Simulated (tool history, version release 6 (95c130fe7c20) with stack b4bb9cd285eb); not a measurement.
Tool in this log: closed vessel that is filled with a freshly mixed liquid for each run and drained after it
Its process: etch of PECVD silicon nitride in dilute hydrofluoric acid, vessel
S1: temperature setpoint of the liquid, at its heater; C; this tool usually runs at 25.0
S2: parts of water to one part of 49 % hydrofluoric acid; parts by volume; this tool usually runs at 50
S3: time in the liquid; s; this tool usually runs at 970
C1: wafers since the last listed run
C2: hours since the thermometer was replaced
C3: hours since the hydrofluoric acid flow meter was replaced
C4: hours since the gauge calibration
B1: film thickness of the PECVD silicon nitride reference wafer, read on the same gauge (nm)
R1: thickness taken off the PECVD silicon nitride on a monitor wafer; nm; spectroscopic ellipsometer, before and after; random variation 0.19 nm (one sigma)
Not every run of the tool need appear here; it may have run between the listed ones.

run	hour	S1	S2	S3	C1	C2	C3	C4	B1	R1
1	0.0	21.5	50	970	0	474.0	52.4	565.1	50.02	34.43
2	91.2	21.5	50	970	5102	565.2	143.6	656.3	50.00	34.04
3	137.9	25.0	50	650	2612	611.9	190.3	703.0	50.02	28.66
4	242.9	25.0	50	650	5874	716.9	295.3	808.0	50.00	28.53
# hour 271.5: thermometer replaced
5	288.1	25.0	50	1205	2472	16.6	340.5	853.2	50.00	55.43
6	391.8	25.0	50	1205	5801	120.3	444.2	956.9	50.02	55.12
7	472.7	25.0	50	1205	4526	201.2	525.1	1037.8	50.01	54.50
8	549.8	25.0	35	970	4313	278.3	602.2	1114.9	50.01	62.43
9	604.3	25.0	70	970	3049	332.8	656.7	1169.4	50.01	31.48
10	710.0	22.5	50	970	5913	438.5	762.4	1275.1	50.01	37.08
11	782.1	25.0	50	970	4033	510.6	834.5	1347.2	50.00	43.67
12	860.3	27.0	50	970	4374	588.8	912.7	1425.4	50.00	49.05
13	897.1	27.0	60	740	2058	625.6	949.5	1462.2	50.01	31.33
# hour 1018.4: thermometer replaced
14	1158.0	25.0	50	970	14540	139.6	1210.4	1723.1	50.01	44.23
15	1246.9	22.5	35	415	4973	228.5	1299.3	1812.0	50.02	22.51
# hour 1248.4: hydrofluoric acid flow meter replaced
# hour 1295.7: gauge calibrated
16	1315.6	21.5	35	970	3787	297.2	67.2	19.9	50.03	49.06
17	1388.2	25.0	50	650	4061	369.8	139.8	92.5	50.00	29.45
18	1474.7	20.5	25	970	4839	456.3	226.3	179.0	50.02	62.39
19	1513.8	25.0	40	1245	2187	495.4	265.4	218.1	49.99	69.19
20	1551.0	25.0	50	970	2081	532.6	302.6	255.3	49.98	43.26
21	1649.1	25.0	45	970	5488	630.7	400.7	353.4	49.99	47.85
22	1691.8	29.0	75	700	2388	673.4	443.4	396.1	50.02	26.89
23	1752.6	20.5	50	970	3401	734.2	504.2	456.9	49.99	31.38

5 options for the next run, each taken on its own from the tool as it stands now. Forecast them:
A	1753.5	25.0	65	970	50	735.1	505.1	457.8	?	?
B	1753.5	27.0	60	460	50	735.1	505.1	457.8	?	?
C	1753.5	25.0	50	1130	50	735.1	505.1	457.8	?	?
D	1753.5	20.5	60	770	50	735.1	505.1	457.8	?	?
E	1753.5	28.0	50	970	50	735.1	505.1	457.8	?	?

run	B1	R1
A	49.99	32.90
B	49.99	19.28
C	49.99	49.58
D	49.99	20.79
E	49.99	51.97
Had the tool no hidden state, the same runs would have come out as:
run	R1
A	34.52
B	20.21
C	52.04
D	21.86
E	54.48
